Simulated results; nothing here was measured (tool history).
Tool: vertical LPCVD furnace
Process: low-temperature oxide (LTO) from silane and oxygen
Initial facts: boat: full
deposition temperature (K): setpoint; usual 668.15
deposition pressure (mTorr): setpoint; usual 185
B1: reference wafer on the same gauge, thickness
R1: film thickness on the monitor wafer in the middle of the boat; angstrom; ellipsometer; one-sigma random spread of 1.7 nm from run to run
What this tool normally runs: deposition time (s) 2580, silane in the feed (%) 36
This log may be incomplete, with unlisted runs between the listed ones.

Run 1, hour 0.0: usual settings; B1 241.36. Result: R1 3007.3 angstrom.
Run 2, hour 25.1: usual settings but silane in the feed (%) 38; B1 241.15. Result: R1 3231.9 angstrom.
Run 3, hour 51.0: usual settings but silane in the feed (%) 38; B1 241.25. Result: R1 3266.5 angstrom.
Run 4, hour 77.7: usual settings but silane in the feed (%) 38; B1 240.69. Result: R1 3224.7 angstrom.
Run 5, hour 109.7: usual settings; B1 240.81. Result: R1 2990.0 angstrom.
Run 6, hour 128.6: usual settings; B1 240.99. Result: R1 3014.9 angstrom.
Run 7, hour 150.4: usual settings; B1 241.26. Result: R1 3012.1 angstrom.
Run 8, hour 178.5: usual settings but deposition temperature (K) 676.15, silane in the feed (%) 34; B1 240.84. Result: R1 3057.8 angstrom.
Run 9, hour 195.8: usual settings; B1 241.02. Result: R1 2995.3 angstrom.
Run 10, hour 215.1: usual settings; B1 241.12. Result: R1 3036.5 angstrom.
At hour 253.2: pressure gauge zeroed.
Run 11, hour 253.7: usual settings; B1 240.86. Result: R1 3006.2 angstrom.
Run 12, hour 262.6: usual settings; B1 240.92. Result: R1 3051.6 angstrom.
Run 13, hour 293.4: usual settings but deposition pressure (mTorr) 215; B1 240.89. Result: R1 3505.0 angstrom.
Run 14, hour 308.1: usual settings but deposition pressure (mTorr) 215; B1 240.64. Result: R1 3534.5 angstrom.
Run 15, hour 329.4: usual settings; B1 241.10. Result: R1 3025.6 angstrom.
Run 16, hour 347.4: usual settings; B1 240.82. Result: R1 2999.9 angstrom.
Run 17, hour 373.0: usual settings but deposition temperature (K) 660.15, deposition pressure (mTorr) 145, silane in the feed (%) 29; B1 240.66. Result: R1 1578.3 angstrom.
At hour 425.3: silane flow controller replaced.
Run 18, hour 425.8: usual settings but silane in the feed (%) 41; B1 241.18. Result: R1 3569.0 angstrom.

What will run 19 give?
Run 19, hour 430.8: usual settings but deposition pressure (mTorr) 205, silane in the feed (%) 42; B1 ?. Result: R1 ?.

Run 19 produced B1 240.68, R1 4062.0 angstrom.
Had the tool carried no hidden state, the very same run would have given R1 4062.0 angstrom.
